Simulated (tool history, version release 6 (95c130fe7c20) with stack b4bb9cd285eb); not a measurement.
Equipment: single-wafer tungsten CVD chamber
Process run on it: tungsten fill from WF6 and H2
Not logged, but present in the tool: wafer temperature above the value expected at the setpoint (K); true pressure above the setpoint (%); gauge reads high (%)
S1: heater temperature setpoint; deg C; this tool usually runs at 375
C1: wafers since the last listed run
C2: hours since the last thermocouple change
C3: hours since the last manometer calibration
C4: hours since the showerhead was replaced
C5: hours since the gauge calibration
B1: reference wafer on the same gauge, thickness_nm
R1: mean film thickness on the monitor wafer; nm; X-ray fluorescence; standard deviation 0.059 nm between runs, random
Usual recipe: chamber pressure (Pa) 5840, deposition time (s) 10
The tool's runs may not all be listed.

{"run": 1, "hour": 0.0, "S1": 370, "chamber pressure (Pa)": 5840, "deposition time (s)": 10, "C1": 0, "C2": 829.8, "C3": 559.7, "C4": 4535.6, "C5": 1126.3, "B1": 25.102, "R1": 21.305}
{"run": 2, "hour": 125.4, "S1": 370, "chamber pressure (Pa)": 5840, "deposition time (s)": 10, "C1": 5121, "C2": 955.2, "C3": 685.1, "C4": 4661, "C5": 1251.7, "B1": 25.11, "R1": 21.188}
{"run": 3, "hour": 215.9, "S1": 370, "chamber pressure (Pa)": 5840, "deposition time (s)": 10, "C1": 3696, "C2": 1045.7, "C3": 775.6, "C4": 4751.5, "C5": 1342.2, "B1": 25.091, "R1": 21.124}
{"hour": 305.3, "done": "thermocouple changed; heater temperature recalibrated"}
{"run": 4, "hour": 305.8, "S1": 375, "chamber pressure (Pa)": 5840, "deposition time (s)": 10, "C1": 3344, "C2": 0.5, "C3": 865.5, "C4": 4841.4, "C5": 1432.1, "B1": 25.112, "R1": 23.477}
{"run": 5, "hour": 343.4, "S1": 375, "chamber pressure (Pa)": 5840, "deposition time (s)": 10, "C1": 1535, "C2": 38.1, "C3": 903.1, "C4": 4879, "C5": 1469.7, "B1": 25.092, "R1": 23.52}
{"run": 6, "hour": 394.6, "S1": 375, "chamber pressure (Pa)": 5840, "deposition time (s)": 10, "C1": 2091, "C2": 89.3, "C3": 954.3, "C4": 4930.2, "C5": 1520.9, "B1": 25.098, "R1": 23.549}
{"run": 7, "hour": 433.9, "S1": 375, "chamber pressure (Pa)": 5840, "deposition time (s)": 10, "C1": 1605, "C2": 128.6, "C3": 993.6, "C4": 4969.5, "C5": 1560.2, "B1": 25.1, "R1": 23.343}
{"hour": 458.4, "done": "capacitance manometer re-zeroed and calibrated"}
{"run": 8, "hour": 540.1, "S1": 365, "chamber pressure (Pa)": 5840, "deposition time (s)": 10, "C1": 4010, "C2": 234.8, "C3": 81.7, "C4": 5075.7, "C5": 1666.4, "B1": 25.085, "R1": 19.659}
{"run": 9, "hour": 577.0, "S1": 365, "chamber pressure (Pa)": 5840, "deposition time (s)": 10, "C1": 1507, "C2": 271.7, "C3": 118.6, "C4": 5112.6, "C5": 1703.3, "B1": 25.105, "R1": 19.682}
{"run": 10, "hour": 623.5, "S1": 375, "chamber pressure (Pa)": 5840, "deposition time (s)": 10, "C1": 1899, "C2": 318.2, "C3": 165.1, "C4": 5159.1, "C5": 1749.8, "B1": 25.112, "R1": 23.64}
{"run": 11, "hour": 719.3, "S1": 375, "chamber pressure (Pa)": 5840, "deposition time (s)": 10, "C1": 3912, "C2": 414, "C3": 260.9, "C4": 5254.9, "C5": 1845.6, "B1": 25.093, "R1": 23.555}
{"run": 12, "hour": 769.7, "S1": 375, "chamber pressure (Pa)": 5840, "deposition time (s)": 10, "C1": 2058, "C2": 464.4, "C3": 311.3, "C4": 5305.3, "C5": 1896, "B1": 25.083, "R1": 23.51}
{"run": 13, "hour": 875.8, "S1": 375, "chamber pressure (Pa)": 6453, "deposition time (s)": 10, "C1": 4333, "C2": 570.5, "C3": 417.4, "C4": 5411.4, "C5": 2002.1, "B1": 25.124, "R1": 24.441}
{"run": 14, "hour": 922.6, "S1": 375, "chamber pressure (Pa)": 6453, "deposition time (s)": 10, "C1": 1911, "C2": 617.3, "C3": 464.2, "C4": 5458.2, "C5": 2048.9, "B1": 25.081, "R1": 24.285}
{"run": 15, "hour": 962.9, "S1": 375, "chamber pressure (Pa)": 6453, "deposition time (s)": 10, "C1": 1645, "C2": 657.6, "C3": 504.5, "C4": 5498.5, "C5": 2089.2, "B1": 25.082, "R1": 24.148}
{"hour": 1028.1, "done": "gauge calibrated"}
{"run": 16, "hour": 1057.0, "S1": 385, "chamber pressure (Pa)": 4386, "deposition time (s)": 10.9, "C1": 3843, "C2": 751.7, "C3": 598.6, "C4": 5592.6, "C5": 28.9, "B1": 25.129, "R1": 27.425}
{"run": 17, "hour": 1131.8, "S1": 375, "chamber pressure (Pa)": 5840, "deposition time (s)": 10, "C1": 3054, "C2": 826.5, "C3": 673.4, "C4": 5667.4, "C5": 103.7, "B1": 25.102, "R1": 23.198}
{"run": 18, "hour": 1171.4, "S1": 375, "chamber pressure (Pa)": 6213, "deposition time (s)": 10.9, "C1": 1617, "C2": 866.1, "C3": 713, "C4": 5707, "C5": 143.3, "B1": 25.094, "R1": 25.796}
{"run": 19, "hour": 1271.6, "S1": 375, "chamber pressure (Pa)": 5840, "deposition time (s)": 10.9, "C1": 4092, "C2": 966.3, "C3": 813.2, "C4": 5807.2, "C5": 243.5, "B1": 25.08, "R1": 25.127}
{"run": 20, "hour": 1320.4, "S1": 364, "chamber pressure (Pa)": 5453, "deposition time (s)": 9.3, "C1": 1993, "C2": 1015.1, "C3": 862, "C4": 5856, "C5": 292.3, "B1": 25.107, "R1": 17.054}
{"run": 21, "hour": 1398.8, "S1": 387, "chamber pressure (Pa)": 4506, "deposition time (s)": 10, "C1": 3201, "C2": 1093.5, "C3": 940.4, "C4": 5934.4, "C5": 370.7, "B1": 25.098, "R1": 25.974}
{"hour": 1463.0, "done": "thermocouple changed; heater temperature recalibrated"}
{"hour": 1485.5, "done": "capacitance manometer re-zeroed and calibrated"}
{"run": 22, "hour": 1490.1, "S1": 387, "chamber pressure (Pa)": 5026, "deposition time (s)": 8, "C1": 3075, "C2": 27.1, "C3": 4.6, "C4": 6025.7, "C5": 462, "B1": 25.111, "R1": 22.577}
{"run": 23, "hour": 1578.2, "S1": 362, "chamber pressure (Pa)": 7173, "deposition time (s)": 8, "C1": 3598, "C2": 115.2, "C3": 92.7, "C4": 6113.8, "C5": 550.1, "B1": 25.1, "R1": 16.128}
{"hour": 1630.4, "done": "showerhead replaced"}
{"run": 24, "hour": 1680.9, "S1": 375, "chamber pressure (Pa)": 4666, "deposition time (s)": 9.3, "C1": 3867, "C2": 217.9, "C3": 195.4, "C4": 50.5, "C5": 652.8, "B1": 25.079, "R1": 20.445}
{"run": 25, "hour": 1952.1, "S1": 375, "chamber pressure (Pa)": 5226, "deposition time (s)": 10, "C1": 11076, "C2": 489.1, "C3": 466.6, "C4": 321.7, "C5": 924, "B1": 25.118, "R1": 22.706}
{"run": 26, "hour": 2008.6, "S1": 385, "chamber pressure (Pa)": 5840, "deposition time (s)": 10, "C1": 2307, "C2": 545.6, "C3": 523.1, "C4": 378.2, "C5": 980.5, "B1": 25.073, "R1": 28.263}
{"run": 27, "hour": 2103.5, "S1": 375, "chamber pressure (Pa)": 5840, "deposition time (s)": 10, "C1": 3875, "C2": 640.5, "C3": 618, "C4": 473.1, "C5": 1075.4, "B1": 25.129, "R1": 23.438}
{"run": 28, "hour": 2146.6, "S1": 362, "chamber pressure (Pa)": 6306, "deposition time (s)": 10, "C1": 1760, "C2": 683.6, "C3": 661.1, "C4": 516.2, "C5": 1118.5, "B1": 25.109, "R1": 18.899}
{"run": 29, "hour": 2216.2, "S1": 375, "chamber pressure (Pa)": 5840, "deposition time (s)": 8.3, "C1": 2842, "C2": 753.2, "C3": 730.7, "C4": 585.8, "C5": 1188.1, "B1": 25.093, "R1": 19.282}
{"run": 30, "hour": 2311.4, "S1": 375, "chamber pressure (Pa)": 5840, "deposition time (s)": 10, "C1": 3888, "C2": 848.4, "C3": 825.9, "C4": 681, "C5": 1283.3, "B1": 25.1, "R1": 23.237}
{"hour": 2320.0, "done": "capacitance manometer re-zeroed and calibrated"}
{"run": 31, "hour": 2395.6, "S1": 375, "chamber pressure (Pa)": 5840, "deposition time (s)": 10, "C1": 3112, "C2": 932.6, "C3": 75.6, "C4": 765.2, "C5": 1367.5, "B1": 25.112, "R1": 23.377}
{"run": 32, "hour": 2433.8, "S1": 382, "chamber pressure (Pa)": 6466, "deposition time (s)": 11.2, "C1": 1560, "C2": 970.8, "C3": 113.8, "C4": 803.4, "C5": 1405.7, "B1": 25.085, "R1": 30.84}
{"hour": 2444.5, "done": "thermocouple changed; heater temperature recalibrated"}
{"run": 33, "hour": 2472.7, "S1": 382, "chamber pressure (Pa)": 6466, "deposition time (s)": 11.2, "C1": 1261, "C2": 28.2, "C3": 152.7, "C4": 842.3, "C5": 1444.6, "B1": 25.114, "R1": 31.261}

Consider 5 possible next runs. They are alternatives, not a sequence: every one starts from the tool as it was left by run 33. What does each give?
{"run": "A", "hour": 2473.1, "S1": 375, "chamber pressure (Pa)": 5840, "deposition time (s)": 10, "C1": 16, "C2": 28.6, "C3": 153.1, "C4": 842.7, "C5": 1445, "B1": "?", "R1": "?"}
{"run": "B", "hour": 2473.1, "S1": 375, "chamber pressure (Pa)": 5240, "deposition time (s)": 10, "C1": 16, "C2": 28.6, "C3": 153.1, "C4": 842.7, "C5": 1445, "B1": "?", "R1": "?"}
{"run": "C", "hour": 2473.1, "S1": 386, "chamber pressure (Pa)": 7159, "deposition time (s)": 10, "C1": 16, "C2": 28.6, "C3": 153.1, "C4": 842.7, "C5": 1445, "B1": "?", "R1": "?"}
{"run": "D", "hour": 2473.1, "S1": 370, "chamber pressure (Pa)": 4826, "deposition time (s)": 8.9, "C1": 16, "C2": 28.6, "C3": 153.1, "C4": 842.7, "C5": 1445, "B1": "?", "R1": "?"}
{"run": "E", "hour": 2473.1, "S1": 375, "chamber pressure (Pa)": 5360, "deposition time (s)": 10, "C1": 16, "C2": 28.6, "C3": 153.1, "C4": 842.7, "C5": 1445, "B1": "?", "R1": "?"}

run=A B1=25.11 R1=23.646
run=B B1=25.11 R1=22.767
run=C B1=25.11 R1=30.957
run=D B1=25.11 R1=17.962
run=E B1=25.11 R1=22.946
The same runs, with their run-to-run variation unchanged, on a tool lacking any hidden condition would have given:
run=A R1=23.799
run=B R1=22.916
run=C R1=31.151
run=D R1=18.08
run=E R1=23.096

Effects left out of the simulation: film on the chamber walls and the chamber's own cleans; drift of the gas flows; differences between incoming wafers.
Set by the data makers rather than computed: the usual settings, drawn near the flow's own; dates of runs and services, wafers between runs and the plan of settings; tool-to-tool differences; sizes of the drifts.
